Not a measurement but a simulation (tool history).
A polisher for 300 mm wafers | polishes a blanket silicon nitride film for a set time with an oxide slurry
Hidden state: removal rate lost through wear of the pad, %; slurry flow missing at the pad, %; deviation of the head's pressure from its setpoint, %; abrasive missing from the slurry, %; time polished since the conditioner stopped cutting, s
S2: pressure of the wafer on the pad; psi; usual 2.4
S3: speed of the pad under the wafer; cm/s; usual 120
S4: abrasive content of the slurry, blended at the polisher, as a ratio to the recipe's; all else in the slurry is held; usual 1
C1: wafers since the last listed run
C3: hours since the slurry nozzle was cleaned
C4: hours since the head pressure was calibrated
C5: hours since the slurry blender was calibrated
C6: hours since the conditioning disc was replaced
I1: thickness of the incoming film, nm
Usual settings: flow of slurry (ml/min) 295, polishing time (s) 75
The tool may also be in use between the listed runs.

{"run": 1, "hour": 0.0, "flow of slurry (ml/min)": 295, "S2": 2.4, "S3": 120, "S4": 1, "polishing time (s)": 75, "C1": 0, "wafers polished on this pad": 824, "C3": 38.3, "C4": 214.3, "C5": 235.9, "C6": 470.9, "I1": 615.9, "film removed (Å)": 302}
{"run": 2, "hour": 10.0, "flow of slurry (ml/min)": 295, "S2": 2.4, "S3": 120, "S4": 1, "polishing time (s)": 75, "C1": 129, "wafers polished on this pad": 954, "C3": 48.3, "C4": 224.3, "C5": 245.9, "C6": 480.9, "I1": 613.8, "film removed (Å)": 301}
{"hour": 21.4, "done": "worn pad replaced by a new one"}
{"run": 3, "hour": 26.3, "flow of slurry (ml/min)": 295, "S2": 2.4, "S3": 120, "S4": 1, "polishing time (s)": 75, "C1": 159, "wafers polished on this pad": 62, "C3": 64.6, "C4": 240.6, "C5": 262.2, "C6": 497.2, "I1": 619.8, "film removed (Å)": 327}
{"run": 4, "hour": 43.8, "flow of slurry (ml/min)": 335, "S2": 2.4, "S3": 120, "S4": 1, "polishing time (s)": 75, "C1": 226, "wafers polished on this pad": 289, "C3": 82.1, "C4": 258.1, "C5": 279.7, "C6": 514.7, "I1": 621.1, "film removed (Å)": 316}
{"run": 5, "hour": 58.0, "flow of slurry (ml/min)": 335, "S2": 2.4, "S3": 120, "S4": 1, "polishing time (s)": 75, "C1": 183, "wafers polished on this pad": 472, "C3": 96.3, "C4": 272.3, "C5": 293.9, "C6": 528.9, "I1": 615.1, "film removed (Å)": 309}
{"run": 6, "hour": 67.6, "flow of slurry (ml/min)": 295, "S2": 2.4, "S3": 120, "S4": 0.9, "polishing time (s)": 75, "C1": 124, "wafers polished on this pad": 596, "C3": 105.9, "C4": 281.9, "C5": 303.5, "C6": 538.5, "I1": 629.2, "film removed (Å)": 290}
{"run": 7, "hour": 75.0, "flow of slurry (ml/min)": 295, "S2": 2.4, "S3": 120, "S4": 0.9, "polishing time (s)": 75, "C1": 95, "wafers polished on this pad": 692, "C3": 113.3, "C4": 289.3, "C5": 310.9, "C6": 545.9, "I1": 616.6, "film removed (Å)": 293}
{"run": 8, "hour": 86.2, "flow of slurry (ml/min)": 340, "S2": 2.9, "S3": 120, "S4": 1, "polishing time (s)": 75, "C1": 144, "wafers polished on this pad": 837, "C3": 124.5, "C4": 300.5, "C5": 322.1, "C6": 557.1, "I1": 616.8, "film removed (Å)": 368}
{"run": 9, "hour": 102.6, "flow of slurry (ml/min)": 295, "S2": 2.4, "S3": 120, "S4": 1, "polishing time (s)": 68, "C1": 212, "wafers polished on this pad": 1049, "C3": 140.9, "C4": 316.9, "C5": 338.5, "C6": 573.5, "I1": 631.5, "film removed (Å)": 273}
{"hour": 110.2, "done": "conditioning disc replaced and pad reconditioned"}
{"hour": 111.2, "done": "worn pad replaced by a new one"}
{"hour": 116.3, "done": "head pressure recalibrated"}
{"run": 10, "hour": 120.4, "flow of slurry (ml/min)": 295, "S2": 2.4, "S3": 108, "S4": 1, "polishing time (s)": 75, "C1": 164, "wafers polished on this pad": 92, "C3": 158.7, "C4": 4.1, "C5": 356.3, "C6": 10.2, "I1": 612.4, "film removed (Å)": 282}
{"run": 11, "hour": 126.5, "flow of slurry (ml/min)": 295, "S2": 2.4, "S3": 108, "S4": 1, "polishing time (s)": 75, "C1": 78, "wafers polished on this pad": 171, "C3": 164.8, "C4": 10.2, "C5": 362.4, "C6": 16.3, "I1": 628.6, "film removed (Å)": 277}
{"run": 12, "hour": 133.9, "flow of slurry (ml/min)": 295, "S2": 2.4, "S3": 96, "S4": 1, "polishing time (s)": 75, "C1": 95, "wafers polished on this pad": 267, "C3": 172.2, "C4": 17.6, "C5": 369.8, "C6": 23.7, "I1": 620.3, "film removed (Å)": 254}
{"run": 13, "hour": 144.0, "flow of slurry (ml/min)": 295, "S2": 1.6, "S3": 132, "S4": 1, "polishing time (s)": 75, "C1": 130, "wafers polished on this pad": 398, "C3": 182.3, "C4": 27.7, "C5": 379.9, "C6": 33.8, "I1": 630.4, "film removed (Å)": 224}
{"hour": 148.7, "done": "slurry blender recalibrated"}
{"run": 14, "hour": 158.6, "flow of slurry (ml/min)": 295, "S2": 1.7, "S3": 120, "S4": 1, "polishing time (s)": 75, "C1": 162, "wafers polished on this pad": 561, "C3": 196.9, "C4": 42.3, "C5": 9.9, "C6": 48.4, "I1": 617.9, "film removed (Å)": 214}
{"run": 15, "hour": 167.7, "flow of slurry (ml/min)": 340, "S2": 2.4, "S3": 134, "S4": 0.85, "polishing time (s)": 59, "C1": 117, "wafers polished on this pad": 678, "C3": 206, "C4": 51.4, "C5": 19, "C6": 57.5, "I1": 611.5, "film removed (Å)": 240}
{"run": 16, "hour": 174.1, "flow of slurry (ml/min)": 295, "S2": 2.4, "S3": 120, "S4": 1, "polishing time (s)": 75, "C1": 82, "wafers polished on this pad": 761, "C3": 212.4, "C4": 57.8, "C5": 25.4, "C6": 63.9, "I1": 614.8, "film removed (Å)": 289}
{"run": 17, "hour": 186.8, "flow of slurry (ml/min)": 295, "S2": 2.4, "S3": 146, "S4": 1, "polishing time (s)": 75, "C1": 164, "wafers polished on this pad": 925, "C3": 225.1, "C4": 70.5, "C5": 38.1, "C6": 76.6, "I1": 631.2, "film removed (Å)": 332}
{"run": 18, "hour": 204.2, "flow of slurry (ml/min)": 385, "S2": 2.4, "S3": 120, "S4": 0.8, "polishing time (s)": 89, "C1": 225, "wafers polished on this pad": 1150, "C3": 242.5, "C4": 87.9, "C5": 55.5, "C6": 94, "I1": 619.5, "film removed (Å)": 323}
{"hour": 214.5, "done": "slurry nozzle cleaned"}
{"hour": 215.0, "done": "worn pad replaced by a new one"}
{"run": 19, "hour": 215.5, "flow of slurry (ml/min)": 260, "S2": 2.4, "S3": 156, "S4": 0.9, "polishing time (s)": 75, "C1": 127, "wafers polished on this pad": 6, "C3": 1, "C4": 99.2, "C5": 66.8, "C6": 105.3, "I1": 620.7, "film removed (Å)": 391}
{"run": 20, "hour": 225.4, "flow of slurry (ml/min)": 215, "S2": 2, "S3": 100, "S4": 1, "polishing time (s)": 75, "C1": 128, "wafers polished on this pad": 134, "C3": 10.9, "C4": 109.1, "C5": 76.7, "C6": 115.2, "I1": 620.3, "film removed (Å)": 227}
{"run": 21, "hour": 233.7, "flow of slurry (ml/min)": 370, "S2": 2.9, "S3": 120, "S4": 0.7, "polishing time (s)": 58, "C1": 107, "wafers polished on this pad": 242, "C3": 19.2, "C4": 117.4, "C5": 85, "C6": 123.5, "I1": 616.6, "film removed (Å)": 262}
{"run": 22, "hour": 245.5, "flow of slurry (ml/min)": 295, "S2": 1.7, "S3": 120, "S4": 1, "polishing time (s)": 50, "C1": 152, "wafers polished on this pad": 394, "C3": 31, "C4": 129.2, "C5": 96.8, "C6": 135.3, "I1": 622.1, "film removed (Å)": 153}
{"run": 23, "hour": 251.6, "flow of slurry (ml/min)": 295, "S2": 2.4, "S3": 120, "S4": 1, "polishing time (s)": 75, "C1": 78, "wafers polished on this pad": 473, "C3": 37.1, "C4": 135.3, "C5": 102.9, "C6": 141.4, "I1": 619.8, "film removed (Å)": 302}
{"run": 24, "hour": 268.9, "flow of slurry (ml/min)": 295, "S2": 2.4, "S3": 120, "S4": 1, "polishing time (s)": 75, "C1": 223, "wafers polished on this pad": 697, "C3": 54.4, "C4": 152.6, "C5": 120.2, "C6": 158.7, "I1": 610.2, "film removed (Å)": 306}
{"run": 25, "hour": 280.7, "flow of slurry (ml/min)": 295, "S2": 2.4, "S3": 120, "S4": 1, "polishing time (s)": 75, "C1": 152, "wafers polished on this pad": 850, "C3": 66.2, "C4": 164.4, "C5": 132, "C6": 170.5, "I1": 627.2, "film removed (Å)": 299}
{"run": 26, "hour": 298.1, "flow of slurry (ml/min)": 295, "S2": 3, "S3": 120, "S4": 0.85, "polishing time (s)": 75, "C1": 225, "wafers polished on this pad": 1075, "C3": 83.6, "C4": 181.8, "C5": 149.4, "C6": 187.9, "I1": 620.8, "film removed (Å)": 352}
{"hour": 306.8, "done": "worn pad replaced by a new one"}
{"run": 27, "hour": 307.3, "flow of slurry (ml/min)": 295, "S2": 2.4, "S3": 120, "S4": 1, "polishing time (s)": 82, "C1": 67, "wafers polished on this pad": 6, "C3": 92.8, "C4": 191, "C5": 158.6, "C6": 197.1, "I1": 626.5, "film removed (Å)": 369}

The same runs without the tool's hidden state, with the same run-to-run variation:
run=1 film_removed_(Å)=328
run=2 film_removed_(Å)=328
run=3 film_removed_(Å)=325
run=4 film_removed_(Å)=329
run=5 film_removed_(Å)=330
run=6 film_removed_(Å)=313
run=7 film_removed_(Å)=317
run=8 film_removed_(Å)=400
run=9 film_removed_(Å)=298
run=10 film_removed_(Å)=299
run=11 film_removed_(Å)=298
run=12 film_removed_(Å)=278
run=13 film_removed_(Å)=249
run=14 film_removed_(Å)=242
run=15 film_removed_(Å)=272
run=16 film_removed_(Å)=328
run=17 film_removed_(Å)=378
run=18 film_removed_(Å)=368
run=19 film_removed_(Å)=385
run=20 film_removed_(Å)=231
run=21 film_removed_(Å)=273
run=22 film_removed_(Å)=162
run=23 film_removed_(Å)=324
run=24 film_removed_(Å)=333
run=25 film_removed_(Å)=327
run=26 film_removed_(Å)=386
run=27 film_removed_(Å)=357
